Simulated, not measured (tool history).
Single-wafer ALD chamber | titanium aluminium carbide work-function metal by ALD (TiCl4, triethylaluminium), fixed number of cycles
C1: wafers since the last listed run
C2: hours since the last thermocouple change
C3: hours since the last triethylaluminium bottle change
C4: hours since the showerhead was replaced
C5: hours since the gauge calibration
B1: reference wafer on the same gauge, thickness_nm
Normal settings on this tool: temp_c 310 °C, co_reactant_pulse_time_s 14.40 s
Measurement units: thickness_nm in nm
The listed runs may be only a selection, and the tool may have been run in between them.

{"run": 1, "hour": 0.0, "temp_c": 310, "co_reactant_pulse_time_s": 12.76, "C1": 0, "C2": 1088.3, "C3": 1274.2, "C4": 3385.7, "C5": 240.9, "B1": 1.921, "thickness_nm": 2.082}
{"run": 2, "hour": 28.0, "temp_c": 303, "co_reactant_pulse_time_s": 14.4, "C1": 187, "C2": 1116.3, "C3": 1302.2, "C4": 3413.7, "C5": 268.9, "B1": 1.92, "thickness_nm": 2.039}
{"run": 3, "hour": 58.2, "temp_c": 303, "co_reactant_pulse_time_s": 14.4, "C1": 202, "C2": 1146.5, "C3": 1332.4, "C4": 3443.9, "C5": 299.1, "B1": 1.92, "thickness_nm": 2.02}
{"run": 4, "hour": 92.0, "temp_c": 303, "co_reactant_pulse_time_s": 14.4, "C1": 226, "C2": 1180.3, "C3": 1366.2, "C4": 3477.7, "C5": 332.9, "B1": 1.92, "thickness_nm": 2.016}
{"run": 5, "hour": 106.4, "temp_c": 299, "co_reactant_pulse_time_s": 10.93, "C1": 96, "C2": 1194.7, "C3": 1380.6, "C4": 3492.1, "C5": 347.3, "B1": 1.918, "thickness_nm": 1.953}
{"run": 6, "hour": 126.1, "temp_c": 299, "co_reactant_pulse_time_s": 10.93, "C1": 131, "C2": 1214.4, "C3": 1400.3, "C4": 3511.8, "C5": 367.0, "B1": 1.921, "thickness_nm": 1.953}
{"hour": 190.7, "done": "thermocouple changed; heater temperature recalibrated"}
{"hour": 217.4, "done": "gauge calibrated"}
{"hour": 218.9, "done": "triethylaluminium bottle replaced"}
{"run": 7, "hour": 219.4, "temp_c": 310, "co_reactant_pulse_time_s": 14.4, "C1": 517, "C2": 28.7, "C3": 0.5, "C4": 3605.1, "C5": 2.0, "B1": 1.92, "thickness_nm": 2.168}
{"run": 8, "hour": 242.5, "temp_c": 310, "co_reactant_pulse_time_s": 14.4, "C1": 154, "C2": 51.8, "C3": 23.6, "C4": 3628.2, "C5": 25.1, "B1": 1.921, "thickness_nm": 2.165}
{"run": 9, "hour": 258.9, "temp_c": 310, "co_reactant_pulse_time_s": 14.4, "C1": 109, "C2": 68.2, "C3": 40.0, "C4": 3644.6, "C5": 41.5, "B1": 1.919, "thickness_nm": 2.172}
{"run": 10, "hour": 326.4, "temp_c": 310, "co_reactant_pulse_time_s": 11.24, "C1": 451, "C2": 135.7, "C3": 107.5, "C4": 3712.1, "C5": 109.0, "B1": 1.92, "thickness_nm": 2.122}
{"run": 11, "hour": 344.3, "temp_c": 304, "co_reactant_pulse_time_s": 17.86, "C1": 119, "C2": 153.6, "C3": 125.4, "C4": 3730.0, "C5": 126.9, "B1": 1.921, "thickness_nm": 2.116}
{"run": 12, "hour": 374.3, "temp_c": 299, "co_reactant_pulse_time_s": 10.93, "C1": 200, "C2": 183.6, "C3": 155.4, "C4": 3760.0, "C5": 156.9, "B1": 1.92, "thickness_nm": 2.007}
{"hour": 389.0, "done": "showerhead replaced"}
{"run": 13, "hour": 389.4, "temp_c": 318, "co_reactant_pulse_time_s": 11.77, "C1": 47, "C2": 198.7, "C3": 170.5, "C4": 0.4, "C5": 172.0, "B1": 1.921, "thickness_nm": 2.219}
{"run": 14, "hour": 407.5, "temp_c": 310, "co_reactant_pulse_time_s": 14.4, "C1": 121, "C2": 216.8, "C3": 188.6, "C4": 18.5, "C5": 190.1, "B1": 1.919, "thickness_nm": 2.16}
{"run": 15, "hour": 426.8, "temp_c": 319, "co_reactant_pulse_time_s": 14.4, "C1": 129, "C2": 236.1, "C3": 207.9, "C4": 37.8, "C5": 209.4, "B1": 1.92, "thickness_nm": 2.265}
{"run": 16, "hour": 443.5, "temp_c": 310, "co_reactant_pulse_time_s": 14.4, "C1": 111, "C2": 252.8, "C3": 224.6, "C4": 54.5, "C5": 226.1, "B1": 1.921, "thickness_nm": 2.149}
{"run": 17, "hour": 476.9, "temp_c": 325, "co_reactant_pulse_time_s": 14.4, "C1": 223, "C2": 286.2, "C3": 258.0, "C4": 87.9, "C5": 259.5, "B1": 1.92, "thickness_nm": 2.314}
{"run": 18, "hour": 498.0, "temp_c": 323, "co_reactant_pulse_time_s": 17.67, "C1": 141, "C2": 307.3, "C3": 279.1, "C4": 109.0, "C5": 280.6, "B1": 1.92, "thickness_nm": 2.315}
{"run": 19, "hour": 529.8, "temp_c": 310, "co_reactant_pulse_time_s": 14.4, "C1": 212, "C2": 339.1, "C3": 310.9, "C4": 140.8, "C5": 312.4, "B1": 1.919, "thickness_nm": 2.141}
{"run": 20, "hour": 546.9, "temp_c": 314, "co_reactant_pulse_time_s": 12.29, "C1": 114, "C2": 356.2, "C3": 328.0, "C4": 157.9, "C5": 329.5, "B1": 1.921, "thickness_nm": 2.178}

Alternative continuations, all from the tool just after run 20; predict every row:
{"run": "A", "hour": 547.3, "temp_c": 310, "co_reactant_pulse_time_s": 14.4, "C1": 2, "C2": 356.6, "C3": 328.4, "C4": 158.3, "C5": 329.9, "B1": "?", "thickness_nm": "?"}
{"run": "B", "hour": 547.3, "temp_c": 301, "co_reactant_pulse_time_s": 11.79, "C1": 2, "C2": 356.6, "C3": 328.4, "C4": 158.3, "C5": 329.9, "B1": "?", "thickness_nm": "?"}
{"run": "C", "hour": 547.3, "temp_c": 310, "co_reactant_pulse_time_s": 11.15, "C1": 2, "C2": 356.6, "C3": 328.4, "C4": 158.3, "C5": 329.9, "B1": "?", "thickness_nm": "?"}

run=A B1=1.921 thickness_nm=2.150
run=B B1=1.921 thickness_nm=2.034
run=C B1=1.921 thickness_nm=2.114
Had the tool no hidden state, the same runs would have come out as:
run=A thickness_nm=2.158
run=B thickness_nm=2.041
run=C thickness_nm=2.121

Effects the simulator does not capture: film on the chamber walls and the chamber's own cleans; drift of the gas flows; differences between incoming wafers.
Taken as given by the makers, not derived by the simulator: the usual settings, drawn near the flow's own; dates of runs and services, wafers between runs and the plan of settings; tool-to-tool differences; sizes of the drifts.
